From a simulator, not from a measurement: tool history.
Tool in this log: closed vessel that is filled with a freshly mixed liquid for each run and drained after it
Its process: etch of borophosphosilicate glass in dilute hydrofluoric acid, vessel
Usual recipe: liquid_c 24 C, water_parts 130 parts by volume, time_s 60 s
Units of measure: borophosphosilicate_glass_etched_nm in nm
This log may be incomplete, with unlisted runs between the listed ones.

run,hour,liquid_c,water_parts,time_s,"read-back film thickness of the borophosphosilicate glass reference wafer, read on the same gauge (nm)",borophosphosilicate_glass_etched_nm
1,0,25.5,130,60,120.02,17.43
2,14,25.5,130,60,119.96,17.6
# hour 16.2: gauge calibrated
3,44.7,22.5,130,60,120.01,15.49
4,62.6,22.5,130,60,120.02,15.52
5,69.7,21.5,130,60,120.01,14.99
6,78.2,24,130,60,120.01,16.45
7,87.7,24,130,60,119.95,16.48
# hour 98.3: thermometer replaced
8,99,24,145,80,119.98,19.2
9,112.6,24,160,60,120.03,12.86
10,119,24,160,60,120.01,12.7
# hour 123.8: hydrofluoric acid flow meter replaced
11,135.5,24,130,60,120.04,17.15
12,143.3,24,130,60,120,17.14
# hour 148.6: gauge calibrated
13,158.1,24,75,45,119.98,23.93
14,169.8,28.5,190,85,119.96,18.28
15,176.8,24,130,60,120.03,17
16,193.7,20.5,130,90,119.98,22.39
17,200.1,20,130,60,119.98,14.64
18,209.4,24,130,60,120,17.3
19,225.4,25.5,130,60,119.99,18.16
20,235.7,24,150,45,119.97,10.86
21,249.4,28,70,40,120.01,26.75
22,261.5,27,160,90,119.98,22.46
23,276.1,19.5,175,60,120,10.07
24,282.1,24,130,80,120,22.74
# hour 295.1: gauge calibrated
25,297.9,21.5,85,90,120.02,37.57

Branching from run 25: 5 alternative next runs. What would each branch give?
A,298.6,24,130,60,?,?
B,298.6,26,130,35,?,?
C,298.6,24,165,85,?,?
D,298.6,27,130,60,?,?
E,298.6,20,75,85,?,?

run,"read-back film thickness of the borophosphosilicate glass reference wafer, read on the same gauge (nm)",borophosphosilicate_glass_etched_nm
A,120,16.98
B,120,10.69
C,120,18.2
D,120,19.04
E,120,37.86
What these runs would have given with no unlogged condition in the tool:
run,borophosphosilicate_glass_etched_nm
A,17.16
B,10.81
C,18.4
D,19.25
E,38.25

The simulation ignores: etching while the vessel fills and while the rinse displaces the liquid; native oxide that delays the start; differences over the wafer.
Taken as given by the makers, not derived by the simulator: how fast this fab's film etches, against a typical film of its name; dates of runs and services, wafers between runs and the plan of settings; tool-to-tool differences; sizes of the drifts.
